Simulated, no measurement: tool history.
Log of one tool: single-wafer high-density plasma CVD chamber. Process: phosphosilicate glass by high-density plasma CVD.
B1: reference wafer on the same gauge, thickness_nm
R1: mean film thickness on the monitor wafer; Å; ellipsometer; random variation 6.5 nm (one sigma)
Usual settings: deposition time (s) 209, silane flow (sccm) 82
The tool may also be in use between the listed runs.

Run 1, hour 0: usual settings; B1 1310.929. Result: R1 15645.8 Å.
Run 2, hour 25.6: usual settings; B1 1311.401. Result: R1 15538.05 Å.
Run 3, hour 38.4: usual settings; B1 1309.473. Result: R1 15659.26 Å.
Run 4, hour 52.7: usual settings but deposition time (s) 227; B1 1309.143. Result: R1 17087.73 Å.
Run 5, hour 67.4: usual settings but deposition time (s) 227; B1 1310.518. Result: R1 16861.54 Å.
Run 6, hour 94.3: usual settings but deposition time (s) 227; B1 1311.111. Result: R1 16989.29 Å.
Run 7, hour 119.9: usual settings but silane flow (sccm) 88; B1 1310.555. Result: R1 16686 Å.
Run 8, hour 150.6: usual settings but silane flow (sccm) 88; B1 1310.655. Result: R1 16584.21 Å.
Run 9, hour 174: usual settings but silane flow (sccm) 88; B1 1311.117. Result: R1 16628.34 Å.
Run 10, hour 207.8: usual settings; B1 1311.482. Result: R1 15534.58 Å.
Run 11, hour 243.5: usual settings; B1 1309.406. Result: R1 15597.76 Å.
Run 12, hour 260.6: usual settings; B1 1310.464. Result: R1 15571.61 Å.
Run 13, hour 281.7: usual settings; B1 1310.73. Result: R1 15682.32 Å.
Run 14, hour 298.8: usual settings but silane flow (sccm) 93; B1 1310.452. Result: R1 17345.88 Å.
Run 15, hour 360.5: usual settings but silane flow (sccm) 93; B1 1309.492. Result: R1 17553.81 Å.
Run 16, hour 389.2: usual settings; B1 1308.006. Result: R1 15678.5 Å.
Run 17, hour 406.6: usual settings but silane flow (sccm) 86; B1 1310.086. Result: R1 16301.12 Å.
Run 18, hour 424.9: usual settings; B1 1309.837. Result: R1 15599.09 Å.
Run 19, hour 453.7: usual settings; B1 1309.649. Result: R1 15595.97 Å.
Run 20, hour 472.6: usual settings; B1 1310.052. Result: R1 15536.39 Å.
Run 21, hour 505.5: usual settings; B1 1310.075. Result: R1 15539.24 Å.
Run 22, hour 530: usual settings; B1 1311.691. Result: R1 15450.28 Å.
Run 23, hour 610.8: usual settings but deposition time (s) 172, silane flow (sccm) 87; B1 1310.248. Result: R1 13528.28 Å.
At hour 629.9: silane flow controller replaced.
Run 24, hour 640.2: usual settings; B1 1309.746. Result: R1 16440.17 Å.
Run 25, hour 652.7: usual settings but deposition time (s) 176, silane flow (sccm) 72; B1 1311.826. Result: R1 12207.88 Å.
Run 26, hour 673.6: usual settings but deposition time (s) 197, silane flow (sccm) 91; B1 1308.576. Result: R1 16948.71 Å.
Run 27, hour 717.2: usual settings but deposition time (s) 227; B1 1309.515. Result: R1 17766.03 Å.
Run 28, hour 750: usual settings but deposition time (s) 225, silane flow (sccm) 69; B1 1309.991. Result: R1 15073.73 Å.
Run 29, hour 766.1: usual settings but deposition time (s) 186, silane flow (sccm) 90; B1 1310.152. Result: R1 15823.62 Å.
Run 30, hour 789.1: usual settings; B1 1309.52. Result: R1 16296.66 Å.
At hour 791.7: gauge calibrated.
Run 31, hour 815.5: usual settings but silane flow (sccm) 93; B1 1309.172. Result: R1 18113.16 Å.
Run 32, hour 827.8: usual settings but deposition time (s) 232, silane flow (sccm) 92; B1 1310.084. Result: R1 19897.94 Å.
Run 33, hour 843.3: usual settings; B1 1310.297. Result: R1 16154.83 Å.
Run 34, hour 872.8: usual settings but deposition time (s) 193, silane flow (sccm) 96; B1 1310.233. Result: R1 17190.68 Å.
Run 35, hour 970.5: usual settings but silane flow (sccm) 92; B1 1309.311. Result: R1 17748.27 Å.
Run 36, hour 990.8: usual settings; B1 1312.191. Result: R1 16066.71 Å.
Run 37, hour 1021: usual settings but deposition time (s) 181, silane flow (sccm) 98; B1 1310.349. Result: R1 16339.47 Å.
Run 38, hour 1039.1: usual settings; B1 1308.714. Result: R1 16122.07 Å.
Run 39, hour 1097.6: usual settings but deposition time (s) 231, silane flow (sccm) 97; B1 1308.929. Result: R1 20642.47 Å.
Run 40, hour 1120.2: usual settings but silane flow (sccm) 75; B1 1310.289. Result: R1 14836.79 Å.
Run 41, hour 1136.9: usual settings but deposition time (s) 248, silane flow (sccm) 94; B1 1309.646. Result: R1 21344.49 Å.
Run 42, hour 1160.4: usual settings but deposition time (s) 244, silane flow (sccm) 97; B1 1311.634. Result: R1 21587.09 Å.
Run 43, hour 1195.5: usual settings; B1 1310.817. Result: R1 15957.18 Å.
Run 44, hour 1225.3: usual settings but deposition time (s) 229, silane flow (sccm) 92; B1 1310.514. Result: R1 19283.23 Å.
Run 45, hour 1250.4: usual settings but deposition time (s) 173; B1 1310.492. Result: R1 13233.12 Å.

The same runs without the tool's hidden state, with the same run-to-run variation:
The hidden state here: delivered silane flow above the setpoint (%); gauge reads high (%).
run        R1
  1  16371.02
  2  16260.99
  3  16389.19
  4  17885.86
  5  17650.72
  6  17787.38
  7  17472.53
  8  17369.06
  9   17417.6
 10  16274.99
 11  16344.32
 12  16318.39
 13  16436.21
 14  18181.32
 15  18404.85
 16  16440.86
 17  17095.13
 18  16360.27
 19   16359.1
 20  16297.96
 21  16303.25
 22  16211.56
 23  14199.43
 24  16435.05
 25  12211.43
 26  16970.49
 27  17824.78
 28  15145.82
 29  15910.54
 30  16402.46
 31  18251.12
 32  20059.74
 33  16296.58
 34  17362.16
 35  17992.38
 36  16299.71
 37  16594.25
 38  16383.79
 39     21019
 40  15118.54
 41  21761.47
 42   22025.1
 43  16298.51
 44  19713.24
 45  13538.12

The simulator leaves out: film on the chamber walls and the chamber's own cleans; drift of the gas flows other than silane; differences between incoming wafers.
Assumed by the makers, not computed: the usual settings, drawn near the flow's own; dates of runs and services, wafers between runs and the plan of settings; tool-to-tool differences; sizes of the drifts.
